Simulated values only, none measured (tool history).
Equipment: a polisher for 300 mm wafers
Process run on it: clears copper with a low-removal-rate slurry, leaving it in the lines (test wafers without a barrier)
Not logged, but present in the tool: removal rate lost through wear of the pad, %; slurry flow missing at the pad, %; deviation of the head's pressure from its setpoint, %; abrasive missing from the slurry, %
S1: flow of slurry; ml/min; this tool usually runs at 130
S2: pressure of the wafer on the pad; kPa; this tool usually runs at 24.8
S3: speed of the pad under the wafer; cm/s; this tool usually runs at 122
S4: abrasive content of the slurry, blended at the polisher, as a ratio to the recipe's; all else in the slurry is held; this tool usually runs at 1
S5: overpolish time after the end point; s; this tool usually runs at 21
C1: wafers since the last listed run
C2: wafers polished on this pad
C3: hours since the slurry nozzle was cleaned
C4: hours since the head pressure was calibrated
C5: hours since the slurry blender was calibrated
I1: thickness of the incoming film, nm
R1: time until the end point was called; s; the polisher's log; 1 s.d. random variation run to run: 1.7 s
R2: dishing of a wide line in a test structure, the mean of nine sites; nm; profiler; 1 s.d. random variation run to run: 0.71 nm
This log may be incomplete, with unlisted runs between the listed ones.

run	hour	S1	S2	S3	S4	S5	C1	C2	C3	C4	C5	I1	R1	R2
1	0	130	24.8	122	1	21	0	768	191.6	697.8	356	378.8	105	51.4
2	31	130	24.8	122	1	21	153	922	222.6	728.8	387	377.7	103.7	50
3	51	130	24.8	122	1	21	99	1021	242.6	748.8	407	382.2	108.6	50.7
# hour 83.2: slurry blender recalibrated
4	84	130	24.8	122	1.1	21	153	1175	275.6	781.8	0.8	380.5	94.5	54.9
# hour 94: worn pad replaced by a new one
5	100.6	130	24.8	122	1.1	21	62	32	292.2	798.4	17.4	376.5	91.6	55.8
6	115.9	130	24.8	122	1	21	75	108	307.5	813.7	32.7	377	98.1	54.1
7	136.9	130	24.8	122	1	21	104	212	328.5	834.7	53.7	385.4	100.4	54.3
8	166.5	130	24.8	138	1	29	146	359	358.1	864.3	83.3	379.8	86.1	69.8
9	186.4	130	24.8	138	1	29	98	458	378	884.2	103.2	379.9	85.4	69.7
10	202.1	130	18.6	122	1	21	77	536	393.7	899.9	118.9	383.9	131.3	43
11	233.3	130	18.6	122	1	21	154	690	424.9	931.1	150.1	377.7	130.1	42.9
12	255.4	130	24.8	150	1	21	109	800	447	953.2	172.2	378.2	80.8	61.1
13	278	130	24.8	122	1	16	112	912	469.6	975.8	194.8	381.5	94.9	44.4
# hour 289.4: worn pad replaced by a new one
14	301.6	145	24.8	138	1.3	28	97	60	493.2	999.4	218.4	381	82.1	71.7
15	324.7	130	31.7	108	1	21	114	175	516.3	1022.5	241.5	378.5	86.2	58.6
16	349.1	130	24.8	122	1	16	121	296	540.7	1046.9	265.9	384.8	100	42.7
17	379.8	130	24.8	138	1	29	152	448	571.4	1077.6	296.6	378.8	90.5	68.6
18	413.7	130	24.8	122	1	21	168	616	605.3	1111.5	330.5	386.4	103.1	53
19	435.4	130	24.8	122	1	21	107	724	627	1133.2	352.2	380.8	104.8	51.4
# hour 443.7: slurry nozzle cleaned
20	458.9	160	24.8	148	1	30	111	835	15.2	1156.7	375.7	377	82.5	72.1
# hour 470.2: slurry blender recalibrated
# hour 483.6: worn pad replaced by a new one
21	484.1	130	24.8	122	1	21	95	2	40.4	1181.9	13.9	381.7	99.3	52.9
# hour 490.4: head pressure recalibrated
22	509.1	130	24.8	82	1	21	114	116	65.4	18.7	38.9	373.1	132.4	42.3
23	533.5	130	24.8	86	1	27	121	237	89.8	43.1	63.3	384.4	129.3	52.4
24	550.7	130	24.8	122	1	21	85	322	107	60.3	80.5	373.8	93.8	53.5
25	578.7	140	24.8	122	1	21	138	461	135	88.3	108.5	380.2	98.6	53.7
26	604.7	145	24.8	122	0.85	21	128	590	161	114.3	134.5	375.5	99.9	51.4
27	629.9	110	29	122	1	21	124	715	186.2	139.5	159.7	382	85.6	59.2
28	644	110	24.8	160	1	21	69	785	200.3	153.6	173.8	377.2	79.1	61

5 options for the next run, each taken on its own from the tool as it stands now. Forecast them:
A	644.5	130	24.8	122	1	21	2	787	200.8	154.1	174.3	379.3	?	?
B	644.5	110	27.6	122	1	21	2	787	200.8	154.1	174.3	379.3	?	?
C	644.5	130	22.1	122	1	21	2	787	200.8	154.1	174.3	379.3	?	?
D	644.5	130	27.6	122	0.85	21	2	787	200.8	154.1	174.3	379.3	?	?
E	644.5	130	24.8	122	0.75	13	2	787	200.8	154.1	174.3	379.3	?	?

run	R1	R2
A	99.5	52.8
B	91.7	56.3
C	111.9	48.2
D	93	55.8
E	106.5	35
Stripped of hidden state, with their random variation kept, the same runs would have yielded:
run	R1	R2
A	97	53.8
B	89.3	57.3
C	109.1	49.1
D	90.7	56.7
E	103.9	35.7
